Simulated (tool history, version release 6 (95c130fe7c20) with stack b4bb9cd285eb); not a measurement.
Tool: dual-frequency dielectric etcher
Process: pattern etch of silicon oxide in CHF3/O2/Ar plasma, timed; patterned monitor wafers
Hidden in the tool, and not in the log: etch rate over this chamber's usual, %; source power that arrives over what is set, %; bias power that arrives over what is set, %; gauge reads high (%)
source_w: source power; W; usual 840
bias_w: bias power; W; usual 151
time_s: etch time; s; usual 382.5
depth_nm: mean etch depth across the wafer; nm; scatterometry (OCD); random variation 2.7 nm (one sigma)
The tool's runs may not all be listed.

| run | hour | source_w | bias_w | time_s | wafers since the last listed run | hours since the last wet clean | hours since the last source power generator calibration | hours since the last bias power generator calibration | hours since the last upper electrode change | hours since the gauge calibration | read-back reference wafer on the same gauge, depth_nm | depth_nm |
|---|---|---|---|---|---|---|---|---|---|---|---|---|
| 1 | 0 | 840 | 130 | 382.5 | 0 | 191.1 | 965.4 | 1818.5 | 3303.4 | 360.7 | 676.1 | 716.6 |
| 2 | 43.1 | 840 | 130 | 382.5 | 229 | 234.2 | 1008.5 | 1861.6 | 3346.5 | 403.8 | 676.1 | 718.9 |
| 3 | 96.9 | 840 | 130 | 382.5 | 286 | 288 | 1062.3 | 1915.4 | 3400.3 | 457.6 | 675.5 | 710.1 |
| 4 | 129.7 | 840 | 151 | 382.5 | 174 | 320.8 | 1095.1 | 1948.2 | 3433.1 | 490.4 | 675.8 | 746.9 |
| 5 | 181.5 | 840 | 151 | 382.5 | 275 | 372.6 | 1146.9 | 2000 | 3484.9 | 542.2 | 675.6 | 748.7 |
| 6 | 251.2 | 840 | 151 | 382.5 | 371 | 442.3 | 1216.6 | 2069.7 | 3554.6 | 611.9 | 676 | 744.6 |
| 7 | 281 | 740 | 151 | 428.5 | 158 | 472.1 | 1246.4 | 2099.5 | 3584.4 | 641.7 | 676 | 807.1 |
|  | 331.4 | wet clean of the chamber |
| 8 | 343 | 740 | 151 | 428.5 | 202 | 11.6 | 1308.4 | 2161.5 | 3646.4 | 703.7 | 675.7 | 834.7 |
| 9 | 377.9 | 840 | 151 | 382.5 | 185 | 46.5 | 1343.3 | 2196.4 | 3681.3 | 738.6 | 676.4 | 766 |
| 10 | 429.8 | 840 | 151 | 382.5 | 276 | 98.4 | 1395.2 | 2248.3 | 3733.2 | 790.5 | 675.9 | 768.8 |
| 11 | 457.9 | 740 | 151 | 382.5 | 149 | 126.5 | 1423.3 | 2276.4 | 3761.3 | 818.6 | 676.1 | 741.9 |
|  | 516 | upper electrode replaced |
| 12 | 525.6 | 930 | 164 | 481.5 | 232 | 194.2 | 1491 | 2344.1 | 9.6 | 886.3 | 675.6 | 1007.2 |
|  | 584 | gauge calibrated |
| 13 | 590.3 | 840 | 167 | 313 | 344 | 258.9 | 1555.7 | 2408.8 | 74.3 | 6.3 | 675.6 | 643 |
|  | 601.4 | source power generator calibrated |
| 14 | 641.1 | 840 | 130 | 382.5 | 249 | 309.7 | 39.7 | 2459.6 | 125.1 | 57.1 | 675.9 | 715 |
| 15 | 679.4 | 840 | 180 | 435.5 | 203 | 348 | 78 | 2497.9 | 163.4 | 95.4 | 676 | 908.2 |
| 16 | 707.1 | 640 | 151 | 351.5 | 147 | 375.7 | 105.7 | 2525.6 | 191.1 | 123.1 | 675.6 | 646.4 |
| 17 | 772.5 | 840 | 138 | 345 | 348 | 441.1 | 171.1 | 2591 | 256.5 | 188.5 | 676.2 | 653.3 |
|  | 795.2 | bias power generator calibrated |
| 18 | 817.5 | 840 | 151 | 382.5 | 218 | 486.1 | 216.1 | 22.3 | 301.5 | 233.5 | 676.2 | 742.2 |
| 19 | 873.2 | 640 | 151 | 295 | 296 | 541.8 | 271.8 | 78 | 357.2 | 289.2 | 676.2 | 537 |
|  | 903.6 | wet clean of the chamber |
| 20 | 913 | 840 | 151 | 382.5 | 84 | 9.4 | 311.6 | 117.8 | 397 | 329 | 676 | 771.8 |
| 21 | 945.6 | 840 | 151 | 382.5 | 173 | 42 | 344.2 | 150.4 | 429.6 | 361.6 | 676.4 | 765.4 |
| 22 | 987.3 | 1030 | 151 | 382.5 | 222 | 83.7 | 385.9 | 192.1 | 471.3 | 403.3 | 676.2 | 804.4 |
| 23 | 1030.4 | 720 | 163 | 461.5 | 229 | 126.8 | 429 | 235.2 | 514.4 | 446.4 | 676.3 | 909.5 |

Forecast each of these 3 alternatives for the next run:
| A | 1030.9 | 840 | 151 | 382.5 | 2 | 127.3 | 429.5 | 235.7 | 514.9 | 446.9 | ? | ? |
| B | 1030.9 | 1000 | 151 | 382.5 | 2 | 127.3 | 429.5 | 235.7 | 514.9 | 446.9 | ? | ? |
| C | 1030.9 | 840 | 151 | 477.5 | 2 | 127.3 | 429.5 | 235.7 | 514.9 | 446.9 | ? | ? |

| run | read-back reference wafer on the same gauge, depth_nm | depth_nm |
|---|---|---|
| A | 676.3 | 760.9 |
| B | 676.3 | 796.3 |
| C | 676.3 | 949.9 |
Without the tool's hidden state the same runs would have given:
| run | depth_nm |
|---|---|
| A | 765.1 |
| B | 800.7 |
| C | 955.2 |
